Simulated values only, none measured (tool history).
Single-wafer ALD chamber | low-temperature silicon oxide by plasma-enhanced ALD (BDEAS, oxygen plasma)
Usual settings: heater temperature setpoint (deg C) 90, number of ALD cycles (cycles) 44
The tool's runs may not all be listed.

run     day  heater temperature setpoint (deg C)  number of ALD cycles (cycles)  wafers since the last listed run  hours since the last thermocouple change  hours since the gauge calibration  read-back reference wafer on the same gauge, thickness_nm  mean film thickness on the monitor wafer (angstrom)
  1       0                                   90                             44                                 0                                     658.9                             1267.6                                                       5.02                                                63.47
  2   2.621                                   90                             44                               322                                     721.8                             1330.5                                                      5.019                                                63.34
      3.533  -- gauge calibrated
  3   4.917                                   90                             40                               282                                     776.9                               33.2                                                      5.021                                                57.69
  4   6.879                                   90                             40                               241                                       824                               80.3                                                       5.02                                                57.65
  5   8.567                                   90                             40                               207                                     864.5                              120.8                                                      5.018                                                57.53
  6  10.083                                   94                             44                               186                                     900.9                              157.2                                                      5.019                                                62.51
  7  12.092                                  100                             41                               247                                     949.1                              205.4                                                       5.02                                                57.28
  8   13.35                                  100                             41                               154                                     979.3                              235.6                                                      5.019                                                57.43
  9  15.375                                  100                             41                               249                                    1027.9                              284.2                                                      5.021                                                57.29
 10  16.925                                   82                             44                               190                                    1065.1                              321.4                                                       5.02                                                 64.9
 11  18.917                                   82                             44                               245                                    1112.9                              369.2                                                       5.02                                                64.92
 12  21.633                                   90                             44                               334                                    1178.1                              434.4                                                      5.021                                                63.29
     23.767  -- thermocouple changed; heater temperature recalibrated
 13  24.571                                   90                             44                               320                                      19.3                              504.9                                                       5.02                                                62.71
 14  26.629                                   98                             47                               253                                      68.7                              554.3                                                      5.023                                                65.31
 15  28.358                                   90                             44                               212                                     110.2                              595.8                                                      5.021                                                62.74
 16  30.779                                   90                             44                               298                                     168.3                              653.9                                                      5.018                                                63.02
 17  33.683                                   90                             44                               357                                       238                              723.6                                                      5.021                                                63.05
 18  35.492                                   90                             44                               222                                     281.4                                767                                                      5.019                                                62.86
 19  36.712                                  102                             38                               150                                     310.7                              796.3                                                      5.023                                                52.42
 20  39.617                                   90                             49                               357                                     380.4                                866                                                      5.021                                                70.66
 21  42.296                                  102                             41                               329                                     444.7                              930.3                                                       5.02                                                56.84
 22  43.754                                   76                             38                               179                                     479.7                              965.3                                                      5.024                                                56.75
 23  45.488                                   90                             50                               213                                     521.3                             1006.9                                                      5.018                                                72.23
 24  47.104                                   84                             44                               199                                     560.1                             1045.7                                                      5.019                                                64.48
 25  48.479                                   75                             39                               169                                     593.1                             1078.7                                                      5.017                                                59.02
 26  49.688                                   86                             44                               148                                     622.1                             1107.7                                                      5.023                                                63.86

The next listed run, before its measurement:
 27  52.146                                   90                             44                               302                                     681.1                             1166.7                                                          ?                                                    ?

Run 27 gave read-back reference wafer on the same gauge, thickness_nm 5.02, mean film thickness on the monitor wafer (angstrom) 62.93.
Without the tool's hidden state the same run would have given mean film thickness on the monitor wafer (angstrom) 62.25.
